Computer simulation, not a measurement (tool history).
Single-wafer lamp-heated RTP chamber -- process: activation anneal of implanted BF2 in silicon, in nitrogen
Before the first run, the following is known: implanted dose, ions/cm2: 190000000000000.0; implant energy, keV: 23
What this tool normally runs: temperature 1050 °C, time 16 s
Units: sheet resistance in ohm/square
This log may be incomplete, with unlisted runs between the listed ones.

run    hour  temperature  time  read-back reference wafer on the same gauge, sheet resistance  sheet resistance
  1       0         1063    21                                                         596.95            560.79
  2    71.4         1050    16                                                          597.1            568.38
  3     120         1050    16                                                         597.02            568.14
  4   196.8         1050    16                                                         597.24            566.93
  5   280.6         1050    16                                                         597.15             567.5
  6   338.5         1050    20                                                         597.04            565.16
  7   428.5         1050    20                                                         597.37            565.09
  8   529.5         1050    19                                                         597.28            566.19
  9   584.5         1050    16                                                         597.07            568.39
 10   657.1         1066    16                                                         597.25            564.67
 11   761.8         1050     6                                                          597.2            574.87
 12   838.6         1050    16                                                         597.16            568.69
 13   944.1         1077    20                                                         596.97            556.82
 14   985.4         1023     8                                                         597.11            575.35
 15  1025.5         1031    13                                                         597.08            571.36
 16  1089.9         1026    22                                                         596.93            567.01
 17  1165.7         1026     7                                                         597.24            574.85
 18  1268.2         1035    21                                                         597.01            567.43
 19  1329.7         1073    10                                                         597.13            570.04
 20  1435.6         1066    23                                                         596.82            558.69
 21  1509.8         1050    16                                                         597.13            567.62

Between the runs listed above, the log contained 6 entries, not reproduced here. Where in the sequence does each belong, and how does what the log doesn't record of the tool's condition differ from the listed run before to the listed run after?
After run 3, before run 4: reflector plate cleaned (hour 148.1)
  nothing in the hidden state changes from one run to the other
After run 4, before run 5: pyrometer window cleaned and pyrometer calibrated (hour 280.1)
  nothing in the hidden state changes from one run to the other
After run 9, before run 10: gauge calibrated (hour 606.1)
  nothing in the hidden state changes from one run to the other
After run 12, before run 13: pyrometer window cleaned and pyrometer calibrated (hour 854.2)
  nothing in the hidden state changes from one run to the other
After run 16, before run 17: reflector plate cleaned (hour 1110.3)
  nothing in the hidden state changes from one run to the other
After run 19, before run 20: pyrometer window cleaned and pyrometer calibrated (hour 1386.4)
  nothing in the hidden state changes from one run to the other

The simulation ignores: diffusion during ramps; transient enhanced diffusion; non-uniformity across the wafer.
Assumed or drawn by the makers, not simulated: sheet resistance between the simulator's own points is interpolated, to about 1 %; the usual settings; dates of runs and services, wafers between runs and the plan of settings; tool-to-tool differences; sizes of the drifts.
